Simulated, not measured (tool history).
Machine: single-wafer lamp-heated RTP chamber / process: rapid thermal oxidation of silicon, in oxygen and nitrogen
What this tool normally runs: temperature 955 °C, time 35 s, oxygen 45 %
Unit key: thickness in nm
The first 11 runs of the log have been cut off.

| run | hour | temperature | time | oxygen | read-back reference wafer on the same gauge, thickness | thickness |
|---|---|---|---|---|---|---|
| 12 | 393.9 | 955 | 35 | 45 | 2.749 | 2.704 |
| 13 | 406.2 | 955 | 35 | 45 | 2.748 | 2.694 |
| 14 | 430.6 | 955 | 35 | 45 | 2.75 | 2.708 |
| 15 | 458 | 955 | 35 | 45 | 2.75 | 2.725 |
| 16 | 480.4 | 955 | 44 | 54 | 2.752 | 3.014 |
| 17 | 506.7 | 955 | 35 | 45 | 2.749 | 2.701 |
| 18 | 522.5 | 955 | 35 | 68 | 2.748 | 2.951 |
| 19 | 556.8 | 983 | 50 | 45 | 2.751 | 3.549 |
| 20 | 574.1 | 955 | 35 | 45 | 2.749 | 2.695 |
| 21 | 600.6 | 955 | 35 | 45 | 2.751 | 2.714 |
| 22 | 620.2 | 934 | 30 | 45 | 2.752 | 2.395 |
| 23 | 632.8 | 971 | 44 | 26 | 2.752 | 2.788 |
| 24 | 645.5 | 946 | 35 | 70 | 2.747 | 2.844 |
|  | 665.3 | pyrometer window cleaned and pyrometer calibrated |
| 25 | 676.9 | 955 | 50 | 45 | 2.751 | 3.014 |
| 26 | 699.9 | 965 | 42 | 45 | 2.752 | 2.988 |
|  | 708.5 | gauge calibrated |
| 27 | 734 | 929 | 47 | 73 | 2.752 | 2.862 |
| 28 | 756.9 | 943 | 25 | 68 | 2.75 | 2.518 |
| 29 | 818.3 | 955 | 35 | 45 | 2.75 | 2.725 |
| 30 | 832.5 | 943 | 52 | 36 | 2.747 | 2.738 |
| 31 | 886 | 955 | 35 | 45 | 2.748 | 2.71 |
| 32 | 913.9 | 943 | 35 | 34 | 2.752 | 2.45 |
| 33 | 952.8 | 928 | 18 | 67 | 2.748 | 2.225 |
| 34 | 978.9 | 955 | 29 | 62 | 2.749 | 2.729 |
| 35 | 1009.5 | 955 | 35 | 58 | 2.749 | 2.854 |

Forecast run 36:
| 36 | 1024.3 | 982 | 35 | 57 | ? | ? |

Logged for run 36: read-back reference wafer on the same gauge, thickness 2.751, thickness 3.3 nm.
Were there no unlogged condition in the tool, this run, its random variation unchanged, would have produced thickness 3.3 nm.

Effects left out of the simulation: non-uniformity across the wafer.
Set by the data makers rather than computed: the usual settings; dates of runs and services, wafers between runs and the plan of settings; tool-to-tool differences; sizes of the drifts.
